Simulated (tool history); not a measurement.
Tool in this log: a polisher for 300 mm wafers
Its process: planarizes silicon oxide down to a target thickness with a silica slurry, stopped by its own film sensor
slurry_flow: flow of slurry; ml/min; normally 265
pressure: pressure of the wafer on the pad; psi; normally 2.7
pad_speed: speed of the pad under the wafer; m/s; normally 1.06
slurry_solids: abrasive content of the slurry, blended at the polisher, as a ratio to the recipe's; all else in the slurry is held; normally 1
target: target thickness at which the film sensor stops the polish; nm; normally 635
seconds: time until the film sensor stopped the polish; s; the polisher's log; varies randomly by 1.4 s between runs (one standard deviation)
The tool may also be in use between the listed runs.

run   hour  slurry_flow  pressure  pad_speed  slurry_solids  target  wafers since the last listed run  wafers polished on this pad  hours since the slurry nozzle was cleaned  hours since the head pressure was calibrated  hours since the slurry blender was calibrated  hours since the conditioning disc was replaced  incoming thickness of the incoming film, nm  seconds
  1      0          315       3.3       1.06              1     635                                 0                          408                                      257.9                                         787.7                                           45.7                                           277.5                                          794     94.1
  2   19.3          315       3.3       1.06              1     635                               199                          607                                      277.2                                           807                                             65                                           296.8                                        811.1    108.4
        22  -- conditioning disc replaced and pad reconditioned
  3   46.8          315       3.3       1.06              1     635                               263                          871                                      304.7                                         834.5                                           92.5                                            24.8                                        800.4    102.9
      59.8  -- slurry nozzle cleaned
  4   71.4          265       2.7       1.06              1     635                               243                         1115                                       11.6                                         859.1                                          117.1                                            49.4                                        814.2    139.1
  5   85.1          265       2.7       1.06              1     635                               141                         1256                                       25.3                                         872.8                                          130.8                                            63.1                                        804.8    130.4
  6  112.2          265       2.7       1.06              1     635                               280                         1537                                       52.4                                         899.9                                          157.9                                            90.2                                        805.3    132.9
     130.1  -- head pressure recalibrated
  7  130.5          265       2.7       1.44              1     635                               168                         1705                                       70.7                                           0.4                                          176.2                                           108.5                                        788.5     93.2
  8    145          265       2.7       1.06            1.2     635                               149                         1855                                       85.2                                          14.9                                          190.7                                             123                                        798.7    121.6
       155  -- worn pad replaced by a new one
  9  159.9          315       3.3       1.06              1     635                               112                           50                                      100.1                                          29.8                                          205.6                                           137.9                                        800.3    102.4
     183.8  -- slurry blender recalibrated, repeated, since the last time left the tool worse
 10  185.4          350       2.7       1.06              1     612                               242                          293                                      125.6                                          55.3                                            1.6                                           163.4                                          792      112
 11  208.7          265       2.7       1.06              1     599                               240                          534                                      148.9                                          78.6                                           24.9                                           186.7                                        799.6    128.4
 12  229.1          265       2.7       1.06              1     635                               210                          745                                      169.3                                            99                                           45.3                                           207.1                                        808.7      115
 13  259.7          265       2.7       1.06           0.75     635                               316                         1061                                      199.9                                         129.6                                           75.9                                           237.7                                        799.2    119.6
 14  278.3          265       2.7       1.32            0.8     619                               192                         1253                                      218.5                                         148.2                                           94.5                                           256.3                                        786.8     99.9
     296.1  -- conditioning disc replaced and pad reconditioned
 15  309.5          265       2.4       1.06            1.3     635                               301                         1555                                      249.7                                         179.4                                          125.7                                            13.4                                        801.7    112.5
     330.3  -- worn pad replaced by a new one
 16  341.3          265       2.7       1.06              1     635                               287                          114                                      281.5                                         211.2                                          157.5                                            45.2                                        806.3    114.4
 17  360.5          220       2.7       1.06           1.25     635                               198                          312                                      300.7                                         230.4                                          176.7                                            64.4                                        810.7    113.2
     374.3  -- slurry nozzle cleaned
 18    392          265       2.2       1.06           0.85     635                               315                          627                                       17.7                                         261.9                                          208.2                                            95.9                                        798.3    145.3
 19  409.9          265       2.4       1.06              1     678                               185                          812                                       35.6                                         279.8                                          226.1                                           113.8                                        802.9     94.1
 20  427.5          265       2.7       0.86              1     635                               181                          994                                       53.2                                         297.4                                          243.7                                           131.4                                          809    133.9
       446  -- slurry blender recalibrated
 21  499.4          265       2.7       1.06              1     635                               722                         1717                                      125.1                                         369.3                                           53.4                                           203.3                                          804    109.7
       512  -- worn pad replaced by a new one
 22  529.8          265       2.7       1.06              1     635                               272                          184                                      155.5                                         399.7                                           83.8                                           233.7                                          783       94
 23  542.7          265       2.7       0.96              1     635                               133                          317                                      168.4                                         412.6                                           96.7                                           246.6                                        802.7    119.2
 24    573          355       2.7       1.22              1     592                               313                          630                                      198.7                                         442.9                                            127                                           276.9                                        793.1    118.5

Here are 5 independent what-if runs from the current tool condition. What would each one return?
  A  573.4          265       2.7       1.06              1     635                                 4                          634                                      199.1                                         443.3                                          127.4                                           277.3                                          806        ?
  B  573.4          265       2.7       1.32              1     635                                 4                          634                                      199.1                                         443.3                                          127.4                                           277.3                                          806        ?
  C  573.4          320       2.7       1.36              1     686                                 4                          634                                      199.1                                         443.3                                          127.4                                           277.3                                          806        ?
  D  573.4          265       2.3       1.06              1     659                                 4                          634                                      199.1                                         443.3                                          127.4                                           277.3                                          806        ?
  E  573.4          265       3.2       1.06              1     635                                 4                          634                                      199.1                                         443.3                                          127.4                                           277.3                                          806        ?

run  seconds
  A    112.5
  B     94.4
  C     63.5
  D    113.5
  E     94.9
With no hidden state in the tool, these same runs would have given:
run  seconds
  A    106.8
  B     89.6
  C     60.3
  D    107.8
  E     90.1

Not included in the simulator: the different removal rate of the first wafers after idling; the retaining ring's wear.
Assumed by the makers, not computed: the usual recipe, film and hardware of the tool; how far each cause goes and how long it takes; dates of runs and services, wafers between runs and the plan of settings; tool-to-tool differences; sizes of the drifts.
